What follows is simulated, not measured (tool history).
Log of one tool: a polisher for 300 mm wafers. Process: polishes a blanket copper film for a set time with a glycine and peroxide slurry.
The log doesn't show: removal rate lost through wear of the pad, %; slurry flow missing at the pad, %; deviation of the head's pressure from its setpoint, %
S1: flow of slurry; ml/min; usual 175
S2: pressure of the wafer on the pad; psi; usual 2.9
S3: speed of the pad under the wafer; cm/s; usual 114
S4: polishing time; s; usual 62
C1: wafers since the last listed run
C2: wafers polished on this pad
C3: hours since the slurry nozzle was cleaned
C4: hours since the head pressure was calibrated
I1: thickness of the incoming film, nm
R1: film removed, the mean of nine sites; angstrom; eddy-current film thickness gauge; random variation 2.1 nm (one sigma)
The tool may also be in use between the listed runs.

run 1 hour=0 | S1=175 S2=2.9 S3=114 S4=62 | C1=0 C2=199 C3=612.8 C4=219.7 | I1=1992.5 | R1=3655
run 2 hour=14.7 | S1=175 S2=2.9 S3=114 S4=62 | C1=161 C2=361 C3=627.5 C4=234.4 | I1=1966.9 | R1=3669
run 3 hour=34 | S1=175 S2=2.9 S3=114 S4=62 | C1=212 C2=573 C3=646.8 C4=253.7 | I1=1949.9 | R1=3657
run 4 hour=46.8 | S1=175 S2=2.9 S3=114 S4=62 | C1=140 C2=713 C3=659.6 C4=266.5 | I1=1975.2 | R1=3673
run 5 hour=71.1 | S1=175 S2=3.7 S3=114 S4=62 | C1=267 C2=981 C3=683.9 C4=290.8 | I1=1964.1 | R1=4237
run 6 hour=100.9 | S1=175 S2=3.7 S3=114 S4=62 | C1=327 C2=1308 C3=713.7 C4=320.6 | I1=1951.7 | R1=4246
-- hour=124 worn pad replaced by a new one
run 7 hour=134.1 | S1=175 S2=3.7 S3=114 S4=62 | C1=320 C2=111 C3=746.9 C4=353.8 | I1=2004.4 | R1=4241
run 8 hour=149.7 | S1=175 S2=2.9 S3=104 S4=70 | C1=171 C2=282 C3=762.5 C4=369.4 | I1=1992.4 | R1=3880
run 9 hour=167.5 | S1=175 S2=2.9 S3=114 S4=54 | C1=195 C2=478 C3=780.3 C4=387.2 | I1=1949 | R1=3221
-- hour=197.1 head pressure recalibrated
run 10 hour=197.9 | S1=175 S2=2.9 S3=114 S4=62 | C1=312 C2=790 C3=810.7 C4=0.8 | I1=1971.6 | R1=3559
run 11 hour=211.4 | S1=175 S2=2.9 S3=114 S4=62 | C1=148 C2=938 C3=824.2 C4=14.3 | I1=1993.1 | R1=3577
run 12 hour=239 | S1=175 S2=2.9 S3=114 S4=68 | C1=303 C2=1242 C3=851.8 C4=41.9 | I1=1966.2 | R1=3944
-- hour=243.2 worn pad replaced by a new one
run 13 hour=252.1 | S1=175 S2=2.9 S3=114 S4=62 | C1=100 C2=97 C3=864.9 C4=55 | I1=1925.6 | R1=3645
run 14 hour=264.9 | S1=175 S2=2.9 S3=114 S4=62 | C1=140 C2=238 C3=877.7 C4=67.8 | I1=1971.4 | R1=3590
run 15 hour=279.6 | S1=175 S2=2.9 S3=132 S4=71 | C1=161 C2=399 C3=892.4 C4=82.5 | I1=1952.7 | R1=4657
-- hour=303.3 slurry nozzle cleaned
run 16 hour=306.5 | S1=175 S2=3.6 S3=114 S4=62 | C1=284 C2=684 C3=3.2 C4=109.4 | I1=1973.8 | R1=4141
run 17 hour=328.2 | S1=175 S2=2.5 S3=114 S4=77 | C1=238 C2=922 C3=24.9 C4=131.1 | I1=1990.1 | R1=4157
run 18 hour=343.1 | S1=175 S2=2.3 S3=148 S4=62 | C1=163 C2=1086 C3=39.8 C4=146 | I1=1968.8 | R1=3966
run 19 hour=357.7 | S1=220 S2=2.9 S3=150 S4=80 | C1=160 C2=1246 C3=54.4 C4=160.6 | I1=1969.8 | R1=5981
-- hour=363.2 worn pad replaced by a new one
run 20 hour=374.8 | S1=140 S2=2.2 S3=114 S4=68 | C1=143 C2=127 C3=71.5 C4=177.7 | I1=1962.2 | R1=3377
run 21 hour=407.5 | S1=175 S2=2.3 S3=114 S4=62 | C1=359 C2=487 C3=104.2 C4=210.4 | I1=1998.1 | R1=3239
run 22 hour=419.7 | S1=175 S2=2.9 S3=114 S4=62 | C1=134 C2=621 C3=116.4 C4=222.6 | I1=1965.9 | R1=3634
run 23 hour=442.5 | S1=175 S2=2.9 S3=114 S4=62 | C1=250 C2=871 C3=139.2 C4=245.4 | I1=1977.7 | R1=3658
run 24 hour=473.7 | S1=220 S2=2.9 S3=150 S4=80 | C1=342 C2=1214 C3=170.4 C4=276.6 | I1=2002.4 | R1=6060
-- hour=488.8 worn pad replaced by a new one
run 25 hour=497.6 | S1=205 S2=3.2 S3=88 S4=83 | C1=218 C2=96 C3=194.3 C4=300.5 | I1=1958.9 | R1=4334
run 26 hour=518.3 | S1=175 S2=2.9 S3=114 S4=62 | C1=227 C2=324 C3=215 C4=321.2 | I1=1943.2 | R1=3649
run 27 hour=531.3 | S1=155 S2=2 S3=96 S4=78 | C1=142 C2=467 C3=228 C4=334.2 | I1=1950.4 | R1=3283
run 28 hour=550.8 | S1=130 S2=2.9 S3=138 S4=43 | C1=214 C2=681 C3=247.5 C4=353.7 | I1=1962.4 | R1=2849
run 29 hour=584 | S1=175 S2=2.9 S3=140 S4=62 | C1=364 C2=1046 C3=280.7 C4=386.9 | I1=1983.6 | R1=4319
-- hour=607.8 worn pad replaced by a new one
run 30 hour=610.2 | S1=175 S2=3.4 S3=114 S4=45 | C1=243 C2=25 C3=306.9 C4=413.1 | I1=1988.5 | R1=2898

Forecast run 31:
-- hour=624.2 head pressure recalibrated
run 31 hour=635 | S1=175 S2=2.9 S3=90 S4=62 | C1=250 C2=276 C3=331.7 C4=10.8 | I1=1996 | R1=?

Run 31 gave R1 3012 angstrom.
Without the tool's hidden state the same run would have given R1 3004 angstrom.
